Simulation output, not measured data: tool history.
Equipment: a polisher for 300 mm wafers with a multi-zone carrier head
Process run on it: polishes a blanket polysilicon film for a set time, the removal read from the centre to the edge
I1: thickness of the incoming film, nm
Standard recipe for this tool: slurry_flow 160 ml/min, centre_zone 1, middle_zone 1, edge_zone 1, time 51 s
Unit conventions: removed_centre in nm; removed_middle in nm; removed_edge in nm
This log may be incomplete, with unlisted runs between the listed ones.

run 1 day=0 | slurry_flow=160 centre_zone=1 middle_zone=1 edge_zone=1 time=51 | I1=965 | removed_centre=316.1 removed_middle=323.4 removed_edge=327.8
run 2 day=1.342 | slurry_flow=160 centre_zone=1 middle_zone=1 edge_zone=1 time=51 | I1=972.7 | removed_centre=320 removed_middle=321.1 removed_edge=328.9
run 3 day=2.854 | slurry_flow=160 centre_zone=1 middle_zone=0.96 edge_zone=1 time=36 | I1=992.1 | removed_centre=224.4 removed_middle=222.4 removed_edge=230.2
run 4 day=3.812 | slurry_flow=190 centre_zone=1 middle_zone=1 edge_zone=0.93 time=35 | I1=984.8 | removed_centre=227 removed_middle=227.1 removed_edge=220.6
run 5 day=4.429 | slurry_flow=160 centre_zone=0.97 middle_zone=1 edge_zone=1.08 time=51 | I1=987 | removed_centre=302.8 removed_middle=323.2 removed_edge=338.2
run 6 day=5.221 | slurry_flow=160 centre_zone=1 middle_zone=1 edge_zone=1 time=51 | I1=969.6 | removed_centre=314.5 removed_middle=319.3 removed_edge=326.7
-- day=5.908 centre zone pressure recalibrated
-- day=6.05 worn pad replaced by a new one
run 7 day=6.262 | slurry_flow=125 centre_zone=0.89 middle_zone=1 edge_zone=1 time=43 | I1=965.2 | removed_centre=234.9 removed_middle=261 removed_edge=263.6
-- day=7.625 carrier head's membrane replaced by a new one
run 8 day=7.754 | slurry_flow=160 centre_zone=1 middle_zone=1 edge_zone=1 time=51 | I1=964 | removed_centre=331.7 removed_middle=323.3 removed_edge=322.8
run 9 day=8.375 | slurry_flow=160 centre_zone=0.94 middle_zone=1 edge_zone=1 time=51 | I1=990.4 | removed_centre=310.7 removed_middle=323.4 removed_edge=325.7
-- day=12.746 edge zone pressure recalibrated
run 10 day=12.829 | slurry_flow=160 centre_zone=1.06 middle_zone=1 edge_zone=1 time=58 | I1=975.3 | removed_centre=392.8 removed_middle=369.5 removed_edge=370.3
run 11 day=13.7 | slurry_flow=135 centre_zone=0.97 middle_zone=1 edge_zone=1.1 time=51 | I1=986.5 | removed_centre=302.9 removed_middle=316.3 removed_edge=332.3
run 12 day=14.383 | slurry_flow=160 centre_zone=1 middle_zone=1 edge_zone=1 time=51 | I1=985 | removed_centre=324.1 removed_middle=327 removed_edge=320.9
-- day=15.342 worn pad replaced by a new one
run 13 day=15.362 | slurry_flow=160 centre_zone=1 middle_zone=1.03 edge_zone=1 time=42 | I1=978.7 | removed_centre=262 removed_middle=273.4 removed_edge=267.4
run 14 day=16.433 | slurry_flow=160 centre_zone=1 middle_zone=1 edge_zone=1 time=51 | I1=972 | removed_centre=324.6 removed_middle=326.8 removed_edge=321.6
run 15 day=17.596 | slurry_flow=160 centre_zone=1 middle_zone=1 edge_zone=1 time=59 | I1=980.1 | removed_centre=373.5 removed_middle=375.3 removed_edge=375.5
run 16 day=18.196 | slurry_flow=185 centre_zone=1 middle_zone=1 edge_zone=1 time=51 | I1=975 | removed_centre=329.5 removed_middle=326.9 removed_edge=331.8
run 17 day=19.442 | slurry_flow=160 centre_zone=0.9 middle_zone=1 edge_zone=1 time=42 | I1=989.5 | removed_centre=236.4 removed_middle=271 removed_edge=268.7
run 18 day=21.833 | slurry_flow=160 centre_zone=1 middle_zone=0.97 edge_zone=1 time=51 | I1=976.5 | removed_centre=319.7 removed_middle=320.6 removed_edge=321.9
run 19 day=22.429 | slurry_flow=140 centre_zone=0.93 middle_zone=1 edge_zone=0.9 time=51 | I1=972.5 | removed_centre=288.2 removed_middle=317.2 removed_edge=304.2
run 20 day=23.538 | slurry_flow=210 centre_zone=1 middle_zone=1 edge_zone=1.07 time=51 | I1=963.4 | removed_centre=330.9 removed_middle=334.8 removed_edge=345.4
run 21 day=24.321 | slurry_flow=160 centre_zone=1 middle_zone=1 edge_zone=1 time=51 | I1=971.8 | removed_centre=314.1 removed_middle=324.2 removed_edge=326.4
-- day=26.15 worn pad replaced by a new one
run 22 day=27.171 | slurry_flow=125 centre_zone=1 middle_zone=1.1 edge_zone=0.88 time=58 | I1=981.5 | removed_centre=341.7 removed_middle=371.8 removed_edge=334.3

The tool's hidden state at each run:
removal rate lost through wear of the pad, %: 0 across all the runs
slurry flow missing at the pad, %: 0 across all the runs
deviation of the edge zone's pressure from its setpoint, %: 0 across all the runs
H1: deviation of the centre zone's pressure from its setpoint, %
run=1 H1=-5
run=2 H1=-5.03
run=3 H1=-5.06
run=4 H1=-5.08
run=5 H1=-5.1
run=6 H1=-5.11
run=7 H1=-0.181
run=8 H1=-0.716
run=9 H1=-0.922
run=10 H1=-2.16
run=11 H1=-2.35
run=12 H1=-2.5
run=13 H1=-2.7
run=14 H1=-2.9
run=15 H1=-3.1
run=16 H1=-3.2
run=17 H1=-3.39
run=18 H1=-3.7
run=19 H1=-3.77
run=20 H1=-3.9
run=21 H1=-3.98
run=22 H1=-4.24
